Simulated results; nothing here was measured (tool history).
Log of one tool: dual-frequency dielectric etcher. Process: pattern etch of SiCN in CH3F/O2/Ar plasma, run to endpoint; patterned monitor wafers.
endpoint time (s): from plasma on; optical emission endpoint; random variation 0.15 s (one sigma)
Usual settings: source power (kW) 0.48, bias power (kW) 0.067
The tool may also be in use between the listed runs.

run   hour  source power (kW)  bias power (kW)  wafers since the last listed run  hours since the last wet clean  hours since the last source power generator calibration  hours since the last bias power generator calibration  hours since the last upper electrode change  incoming incoming film thickness, nm  endpoint time (s)
  1      0               0.43            0.067                                 0                           130.8                                                   2255.2                                                 3474.6                                       5871.4                                  8.16               22.4
  2     28               0.43            0.067                               236                           158.8                                                   2283.2                                                 3502.6                                       5899.4                                  8.16                 23
  3     80               0.48            0.067                               438                           210.8                                                   2335.2                                                 3554.6                                       5951.4                                  8.21               22.6
  4    110               0.48            0.067                               253                           240.8                                                   2365.2                                                 3584.6                                       5981.4                                  8.25               22.7
  5  144.9               0.48            0.067                               294                           275.7                                                   2400.1                                                 3619.5                                       6016.3                                  8.25               22.2
  6    195               0.48            0.067                               422                           325.8                                                   2450.2                                                 3669.6                                       6066.4                                  8.22               22.5
  7  228.6               0.48             0.08                               283                           359.4                                                   2483.8                                                 3703.2                                         6100                                  8.14               21.5
  8  269.7               0.48            0.056                               346                           400.5                                                   2524.9                                                 3744.3                                       6141.1                                  8.22               23.8
     273.9  -- source power generator calibrated
  9  297.1               0.48            0.067                               197                           427.9                                                     23.2                                                 3771.7                                       6168.5                                  8.14               22.6
 10  344.7               0.48            0.067                               401                           475.5                                                     70.8                                                 3819.3                                       6216.1                                   8.2               22.6
     371.5  -- upper electrode replaced
     372.1  -- bias power generator calibrated
     391.5  -- wet clean of the chamber
 11    392               0.38            0.058                                27                             0.5                                                    118.1                                                   19.9                                         20.5                                  8.12               23.8
 12  469.6               0.57            0.055                               654                            78.1                                                    195.7                                                   97.5                                         98.1                                  8.14               22.2
 13  508.2               0.48            0.067                               325                           116.7                                                    234.3                                                  136.1                                        136.7                                  8.15               21.9
 14  567.2               0.44            0.067                               497                           175.7                                                    293.3                                                  195.1                                        195.7                                  8.19               22.6
 15  599.2               0.43            0.056                               269                           207.7                                                    325.3                                                  227.1                                        227.7                                  8.25               24.2
 16  669.6               0.52            0.075                               593                           278.1                                                    395.7                                                  297.5                                        298.1                                  8.26               21.4
 17  700.5               0.59             0.08                               260                             309                                                    426.6                                                  328.4                                          329                                  8.23               20.4
 18  754.5               0.48            0.067                               455                             363                                                    480.6                                                  382.4                                          383                                  8.22               22.6

Forecast each of these 3 alternatives for the next run:
  A  754.9               0.38            0.067                                 3                           363.4                                                      481                                                  382.8                                        383.4                                  8.29                  ?
  B  754.9               0.45            0.076                                 3                           363.4                                                      481                                                  382.8                                        383.4                                  8.29                  ?
  C  754.9               0.48            0.072                                 3                           363.4                                                      481                                                  382.8                                        383.4                                  8.29                  ?

run  endpoint time (s)
  A               24.1
  B               22.4
  C               22.5
Without the tool's hidden state the same runs would have given:
run  endpoint time (s)
  A               23.3
  B               21.6
  C               21.7
